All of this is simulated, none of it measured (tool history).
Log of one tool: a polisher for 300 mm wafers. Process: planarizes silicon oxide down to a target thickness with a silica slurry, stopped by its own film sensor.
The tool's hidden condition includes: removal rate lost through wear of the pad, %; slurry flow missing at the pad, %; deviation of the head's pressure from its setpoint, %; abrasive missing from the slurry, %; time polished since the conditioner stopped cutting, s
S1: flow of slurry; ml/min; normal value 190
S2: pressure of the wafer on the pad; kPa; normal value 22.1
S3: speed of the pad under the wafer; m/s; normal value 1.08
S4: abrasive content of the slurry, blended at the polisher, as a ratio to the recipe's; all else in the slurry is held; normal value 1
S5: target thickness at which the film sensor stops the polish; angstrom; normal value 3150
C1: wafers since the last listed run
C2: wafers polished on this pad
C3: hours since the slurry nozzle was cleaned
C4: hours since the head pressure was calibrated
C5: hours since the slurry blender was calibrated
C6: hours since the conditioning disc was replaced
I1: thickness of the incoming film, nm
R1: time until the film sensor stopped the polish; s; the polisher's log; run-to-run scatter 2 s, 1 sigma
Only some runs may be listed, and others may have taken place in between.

run	day	S1	S2	S3	S4	S5	C1	C2	C3	C4	C5	C6	I1	R1
1	0	190	22.1	1.08	1	3150	0	389	117.1	637.3	273	231	556.5	115.4
2	0.404	190	22.1	1.08	1	3150	101	490	126.8	647	282.7	240.7	544.4	112.2
3	0.775	190	22.1	1.08	1	3150	92	582	135.7	655.9	291.6	249.6	542.6	114.4
4	1.342	190	22.1	1.08	1	3150	141	724	149.3	669.5	305.2	263.2	544.4	116.4
5	2.088	190	22.1	1.08	1	3150	186	911	167.2	687.4	323.1	281.1	548.2	120.6
6	2.738	190	22.1	1.08	0.95	3150	162	1073	182.8	703	338.7	296.7	543.9	125.9
# day 3: worn pad replaced by a new one
7	4.292	190	22.1	1.08	1	3150	347	322	220.1	740.3	376	334	545.4	112.7
8	4.925	190	22.1	1.4	1	3150	158	481	235.3	755.5	391.2	349.2	551.6	100.4
9	5.383	190	22.1	1.08	1	3150	114	595	246.3	766.5	402.2	360.2	549.4	116.1
10	5.767	190	22.1	1.08	1	3150	95	691	255.5	775.7	411.4	369.4	547.4	119.1
11	6.192	190	22.1	1.08	1	3150	106	798	265.7	785.9	421.6	379.6	551.8	124.8
# day 6.767: worn pad replaced by a new one, of another model than before
12	6.788	190	25.5	1.08	1	3150	107	5	280	800.2	435.9	393.9	542.4	93.7
# day 6.862: slurry nozzle cleaned
13	7.271	190	22.1	1.08	1.3	3150	110	115	9.8	811.8	447.5	405.5	545.3	93.1
14	7.538	190	22.1	1.08	0.7	3150	66	182	16.2	818.2	453.9	411.9	551.9	166.6
15	8	170	22.1	1.08	1	2590	115	298	27.3	829.3	465	423	552.3	139.6
# day 8.442: slurry blender recalibrated
16	8.588	170	22.1	1.08	1	3150	126	424	41.4	843.4	3.5	437.1	550.4	116.6
17	8.879	190	14.5	1.08	1	2540	72	497	48.4	850.4	10.5	444.1	549.9	177
18	9.504	190	22.1	1.08	1	3150	156	653	63.4	865.4	25.5	459.1	547.9	121.1
# day 10.025: conditioning disc replaced and pad reconditioned
# day 10.2: head pressure recalibrated
19	10.221	190	22.1	1.08	1	3830	137	791	80.6	0.5	42.7	4.7	548.2	85.5
20	10.533	145	24.8	1.08	1.1	3150	78	869	88.1	8	50.2	12.2	548	105.6
# day 10.762: worn pad replaced by a new one
21	10.942	190	22.1	1.08	1	3150	60	45	97.9	17.8	60	22	550.1	105.2
22	11.488	190	22.1	0.86	0.7	3150	136	181	111	30.9	73.1	35.1	550.9	176.3
23	11.825	190	22.1	1.08	1	3150	84	266	119.1	39	81.2	43.2	547.7	110.2
24	12.308	190	22.1	1.08	1	3150	120	386	130.7	50.6	92.8	54.8	544.8	114.2
25	12.929	155	27.6	1.08	0.85	3150	155	542	145.6	65.5	107.7	69.7	556.5	122.8
26	13.342	190	15.2	0.7	1	3150	103	645	155.5	75.4	117.6	79.6	547.3	165.3
27	14.412	190	22.1	1.08	0.8	3150	267	913	181.2	101.1	143.3	105.3	556.5	151.6

Here are 3 independent what-if runs from the current tool condition. What would each one return?
A	14.433	190	22.1	1.08	1	3150	5	918	181.7	101.6	143.8	105.8	548.9	?
B	14.433	190	22.1	1.4	1	3480	5	918	181.7	101.6	143.8	105.8	548.9	?
C	14.433	130	15.9	0.76	0.9	3150	5	918	181.7	101.6	143.8	105.8	548.9	?

run	R1
A	122.2
B	93.6
C	190.4
Without the tool's hidden state the same runs would have given:
run	R1
A	107.4
B	82.2
C	167.3
